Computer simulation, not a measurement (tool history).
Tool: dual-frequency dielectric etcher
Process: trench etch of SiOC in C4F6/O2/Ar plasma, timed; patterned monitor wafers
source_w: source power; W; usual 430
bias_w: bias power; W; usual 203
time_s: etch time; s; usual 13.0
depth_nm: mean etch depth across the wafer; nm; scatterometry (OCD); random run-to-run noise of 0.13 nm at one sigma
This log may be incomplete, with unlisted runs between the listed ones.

run	hour	source_w	bias_w	time_s	read-back reference wafer on the same gauge, depth_nm	depth_nm
1	0.0	430	203	10.0	36.55	23.98
2	24.3	430	203	10.0	36.53	23.87
3	45.1	430	203	10.0	36.54	24.13
4	68.2	430	203	13.0	36.50	31.25
5	81.4	430	236	13.0	36.58	32.64
6	99.0	430	234	13.0	36.55	32.57
7	113.2	430	234	13.0	36.62	32.68
8	137.1	430	234	13.0	36.57	32.68
9	201.3	430	203	13.0	36.63	31.40
10	230.4	430	203	13.0	36.68	31.18
11	254.2	430	171	13.0	36.70	29.78
12	272.1	430	203	15.0	36.69	35.94
# hour 287.0: gauge calibrated
# hour 298.1: upper electrode replaced
# hour 318.0: source power generator calibrated
# hour 347.6: wet clean of the chamber
13	348.1	480	203	13.0	35.82	31.57
14	358.6	430	203	10.5	35.86	24.70
15	377.4	430	203	13.0	35.94	30.68
16	397.0	540	241	10.0	35.99	26.95
17	412.3	430	203	13.0	36.02	30.80
18	427.7	430	203	13.0	36.03	31.02
# hour 433.2: bias power generator calibrated
19	455.1	480	240	17.0	36.15	44.27
20	472.1	430	161	13.0	36.16	28.76
21	491.2	530	177	14.0	36.13	34.05
22	563.2	430	234	13.0	36.31	32.64
23	596.6	430	203	13.0	36.29	31.04
24	632.4	430	155	10.0	36.32	21.89

Below are 3 alternative next runs, each starting from the tool's condition after run 24. Predict each:
A	632.8	430	203	13.0	?	?
B	632.8	470	173	12.0	?	?
C	632.8	330	239	15.5	?	?

run	read-back reference wafer on the same gauge, depth_nm	depth_nm
A	36.32	31.07
B	36.32	28.06
C	36.32	35.98
Take away the tool's hidden state, keep each run's random variation, and the runs would have read:
run	depth_nm
A	30.49
B	27.53
C	35.30

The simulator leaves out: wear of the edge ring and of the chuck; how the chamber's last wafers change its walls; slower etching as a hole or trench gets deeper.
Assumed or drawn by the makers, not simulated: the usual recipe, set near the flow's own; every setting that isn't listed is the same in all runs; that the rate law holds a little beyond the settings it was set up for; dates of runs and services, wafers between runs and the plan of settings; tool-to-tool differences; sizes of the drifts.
